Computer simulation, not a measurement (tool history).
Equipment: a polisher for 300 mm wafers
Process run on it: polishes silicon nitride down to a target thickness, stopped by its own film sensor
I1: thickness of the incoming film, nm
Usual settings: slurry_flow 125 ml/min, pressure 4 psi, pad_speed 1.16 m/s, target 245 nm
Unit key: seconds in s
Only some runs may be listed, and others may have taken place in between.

run 1 day=0 | slurry_flow=125 pressure=4 pad_speed=1.16 target=245 | I1=537.2 | seconds=132.4
run 2 day=2.9 | slurry_flow=125 pressure=4 pad_speed=1.16 target=245 | I1=540.3 | seconds=133.3
run 3 day=7.308 | slurry_flow=125 pressure=4 pad_speed=1.16 target=245 | I1=543 | seconds=134.2
run 4 day=8.979 | slurry_flow=125 pressure=4 pad_speed=1.16 target=272 | I1=540.9 | seconds=121.8
run 5 day=11.162 | slurry_flow=125 pressure=4 pad_speed=1.16 target=272 | I1=547.8 | seconds=123.5
run 6 day=14.762 | slurry_flow=125 pressure=4 pad_speed=1.16 target=272 | I1=545.8 | seconds=124.5
run 7 day=16.3 | slurry_flow=125 pressure=4 pad_speed=1.16 target=245 | I1=539.3 | seconds=135.1
-- day=18.792 head pressure recalibrated
-- day=26.696 worn pad replaced by a new one
run 8 day=28.317 | slurry_flow=125 pressure=4 pad_speed=1.16 target=300 | I1=539.7 | seconds=109.5
run 9 day=29.967 | slurry_flow=125 pressure=4 pad_speed=1.16 target=300 | I1=539.3 | seconds=107.3
run 10 day=33.012 | slurry_flow=125 pressure=4 pad_speed=1.16 target=282 | I1=536.1 | seconds=116.2
run 11 day=34.921 | slurry_flow=125 pressure=4 pad_speed=1.16 target=282 | I1=534.9 | seconds=114.4
-- day=36.1 slurry nozzle cleaned
run 12 day=38.025 | slurry_flow=125 pressure=4 pad_speed=1.16 target=245 | I1=537.2 | seconds=132.8
run 13 day=39.667 | slurry_flow=125 pressure=4 pad_speed=1.16 target=245 | I1=534.5 | seconds=131.4
run 14 day=42.825 | slurry_flow=125 pressure=5.1 pad_speed=1.16 target=204 | I1=541.5 | seconds=127.9
run 15 day=46.129 | slurry_flow=140 pressure=4.7 pad_speed=1.16 target=245 | I1=534.5 | seconds=113.7
run 16 day=50.354 | slurry_flow=85 pressure=5.4 pad_speed=0.98 target=335 | I1=538.7 | seconds=82.3
run 17 day=62.317 | slurry_flow=125 pressure=2.7 pad_speed=1.16 target=245 | I1=541.8 | seconds=182.2
-- day=65.246 worn pad replaced by a new one
run 18 day=65.792 | slurry_flow=125 pressure=4.8 pad_speed=1.16 target=245 | I1=547.3 | seconds=118.6
-- day=69.117 slurry nozzle cleaned
run 19 day=70.254 | slurry_flow=140 pressure=4 pad_speed=1.16 target=216 | I1=537.8 | seconds=143.1
run 20 day=72.758 | slurry_flow=125 pressure=5.3 pad_speed=1.16 target=245 | I1=534.9 | seconds=103.6
run 21 day=75.254 | slurry_flow=125 pressure=4 pad_speed=1.16 target=245 | I1=538.9 | seconds=133.3
-- day=75.642 head pressure recalibrated
run 22 day=79.488 | slurry_flow=125 pressure=4 pad_speed=1.16 target=245 | I1=539.7 | seconds=133.1
run 23 day=82.362 | slurry_flow=125 pressure=4.4 pad_speed=1.16 target=144 | I1=536.7 | seconds=163.7
run 24 day=86.546 | slurry_flow=125 pressure=4 pad_speed=1.52 target=206 | I1=549.3 | seconds=135.7
run 25 day=90.567 | slurry_flow=95 pressure=4 pad_speed=1.16 target=146 | I1=539.7 | seconds=183.3
run 26 day=94.488 | slurry_flow=155 pressure=5.4 pad_speed=1.16 target=301 | I1=550 | seconds=84.8
run 27 day=98.412 | slurry_flow=125 pressure=5.2 pad_speed=1.16 target=245 | I1=539.5 | seconds=106.3
run 28 day=100.5 | slurry_flow=140 pressure=4 pad_speed=1.16 target=245 | I1=537.8 | seconds=132.4
run 29 day=102.704 | slurry_flow=140 pressure=2.6 pad_speed=0.92 target=277 | I1=529.6 | seconds=173.2
run 30 day=104.754 | slurry_flow=125 pressure=2.7 pad_speed=1.16 target=245 | I1=542.1 | seconds=183.9
-- day=107.033 slurry nozzle cleaned
run 31 day=108.154 | slurry_flow=125 pressure=4 pad_speed=1.16 target=245 | I1=545.6 | seconds=136.3
-- day=108.475 worn pad replaced by a new one
run 32 day=118.346 | slurry_flow=150 pressure=4.6 pad_speed=0.8 target=201 | I1=545.9 | seconds=161.7
run 33 day=127.604 | slurry_flow=105 pressure=4 pad_speed=1.16 target=245 | I1=551.4 | seconds=141.5
run 34 day=132.046 | slurry_flow=125 pressure=3.6 pad_speed=1.5 target=151 | I1=531.2 | seconds=162.7
-- day=132.642 head pressure recalibrated
run 35 day=135.012 | slurry_flow=110 pressure=4 pad_speed=1.16 target=245 | I1=546.2 | seconds=138.5
run 36 day=141.629 | slurry_flow=125 pressure=4 pad_speed=1.16 target=272 | I1=533.3 | seconds=121.4
-- day=142.575 slurry nozzle cleaned
run 37 day=144.833 | slurry_flow=125 pressure=5.1 pad_speed=1 target=149 | I1=543.6 | seconds=153.1
run 38 day=148.521 | slurry_flow=125 pressure=4 pad_speed=0.88 target=245 | I1=535 | seconds=149.5

Here are 3 independent what-if runs from the current tool condition. What would each one return?
run A day=148.542 | slurry_flow=125 pressure=4 pad_speed=1.16 target=289 | I1=541.8 | seconds=?
run B day=148.542 | slurry_flow=110 pressure=4 pad_speed=0.78 target=245 | I1=541.8 | seconds=?
run C day=148.542 | slurry_flow=125 pressure=4 pad_speed=1.5 target=245 | I1=541.8 | seconds=?

run=A seconds=115.5
run=B seconds=165.4
run=C seconds=118.8
Stripped of hidden state, with their random variation kept, the same runs would have yielded:
run=A seconds=115.5
run=B seconds=165.4
run=C seconds=118.8
